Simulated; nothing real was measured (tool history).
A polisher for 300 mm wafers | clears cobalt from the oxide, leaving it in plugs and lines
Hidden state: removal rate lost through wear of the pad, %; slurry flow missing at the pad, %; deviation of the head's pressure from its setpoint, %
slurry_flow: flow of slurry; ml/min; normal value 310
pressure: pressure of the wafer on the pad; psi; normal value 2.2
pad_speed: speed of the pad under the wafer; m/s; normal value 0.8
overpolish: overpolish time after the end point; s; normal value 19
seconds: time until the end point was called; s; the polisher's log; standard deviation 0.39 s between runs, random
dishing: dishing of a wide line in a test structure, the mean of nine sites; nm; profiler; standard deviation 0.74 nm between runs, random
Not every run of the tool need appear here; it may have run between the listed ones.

run	day	slurry_flow	pressure	pad_speed	overpolish	wafers since the last listed run	wafers polished on this pad	hours since the slurry nozzle was cleaned	hours since the head pressure was calibrated	incoming thickness of the incoming film, nm	seconds	dishing
1	0	310	2.2	0.8	19	0	2307	427.3	1093.3	157.9	44.5	34.1
# day 1.058: slurry nozzle cleaned
# day 1.633: worn pad replaced by a new one
2	1.95	395	2.2	0.8	24	333	60	21.4	1140.1	158.4	41.5	38.1
3	3.696	395	2.2	0.8	24	334	395	63.3	1182	158.3	41.6	38.4
# day 5.088: head pressure recalibrated
4	6.271	310	2.2	0.8	19	477	872	125.1	28.4	161.1	44.5	34.7
5	7.621	310	2.2	0.8	19	258	1130	157.5	60.8	158	43	33.6
6	9.958	310	2.2	0.8	19	447	1578	213.6	116.9	159.4	44.2	33.9
7	12.167	310	2.2	0.8	19	422	2001	266.6	169.9	160.4	44.2	35.1
# day 15.025: worn pad replaced by a new one
8	15.079	310	2.2	0.8	19	525	10	336.5	239.8	157.4	44.3	33.6
# day 17.333: slurry nozzle cleaned
9	17.738	310	2.2	0.8	19	501	511	9.7	303.6	162.8	42.9	33.9
10	19.388	310	1.7	0.8	19	316	827	49.3	343.2	160.1	54.9	29.5
11	22.188	310	1.7	0.8	19	536	1364	116.5	410.4	157.9	56.3	30.1
12	25.188	310	1.7	0.8	19	574	1938	188.5	482.4	158.5	56.3	29.3
# day 26.812: worn pad replaced by a new one
13	26.833	310	2.2	0.8	19	283	3	228	521.9	162.6	45.2	34.3
14	27.942	310	2.2	0.8	19	212	216	254.6	548.5	162.5	45.2	33.8
15	30.921	310	2.2	0.8	19	570	786	326.1	620	158.4	44.1	32.5
16	32.638	310	2.2	0.8	19	328	1115	367.3	661.2	161.8	45.3	32.6
17	34.025	310	2.2	0.8	19	265	1381	400.6	694.5	158.6	44.4	33.8
# day 35.408: slurry nozzle cleaned
18	35.683	370	2.2	0.66	19	309	1690	6.6	734.3	162.6	50.8	31.6
19	36.767	250	1.7	0.6	9	207	1898	32.6	760.3	159.7	75.4	14.1
# day 38.588: worn pad replaced by a new one
20	39.5	220	2.2	0.98	19	491	174	98.2	825.9	160.3	36.8	36.3
21	40.896	310	2.2	1.06	19	267	441	131.7	859.4	159.9	33.4	38
22	43.746	310	2.2	1.04	19	545	987	200.1	927.8	161.8	34.7	36.6
23	45.688	310	2.2	0.96	26	371	1359	246.7	974.4	158.6	36.8	40.6
24	47.767	310	2.2	0.8	19	398	1757	296.6	1024.3	158.1	44	33.3
# day 50.425: worn pad replaced by a new one
25	50.45	415	2.7	0.8	9	482	4	361	1088.7	158.3	34.3	24.9
# day 52.796: head pressure recalibrated
26	52.904	310	2.2	0.88	19	454	459	419.9	2.6	160.4	40.6	34
# day 53.879: slurry nozzle cleaned
27	55.596	265	1.4	0.8	25	507	966	41.2	67.2	160.8	67.8	31.3
28	58.067	310	2.2	0.8	19	473	1439	100.5	126.5	159.9	43.7	33.9
29	60.029	310	2.9	1.04	25	375	1815	147.6	173.6	159.8	25	44.9
30	62.733	255	2.2	0.8	14	517	2333	212.5	238.5	163.5	46.1	28
# day 63.075: worn pad replaced by a new one
31	63.767	310	2.2	0.7	10	165	132	237.3	263.3	160.9	50	20.7
32	64.858	375	2.2	0.96	19	209	341	263.5	289.5	158.2	35.7	37
33	67.358	310	2.2	0.8	19	478	820	323.5	349.5	158	43.2	33.9

5 ways to go on from here, each from the tool as it stands after run 33. What would each give?
A	67.375	310	2.7	0.8	19	3	823	323.9	349.9	160.1	?	?
B	67.375	260	1.9	0.8	28	3	823	323.9	349.9	160.1	?	?
C	67.375	310	2.6	0.8	12	3	823	323.9	349.9	160.1	?	?
D	67.375	310	2	0.8	19	3	823	323.9	349.9	160.1	?	?
E	67.375	310	2.6	0.8	19	3	823	323.9	349.9	160.1	?	?

run	seconds	dishing
A	36	35.9
B	52.6	36.2
C	37.4	27.6
D	48.6	31
E	37.4	35.3
Without the tool's hidden state the same runs would have given:
run	seconds	dishing
A	34	36.8
B	49.1	37.2
C	35.3	28.6
D	45.8	32
E	35.3	36.2
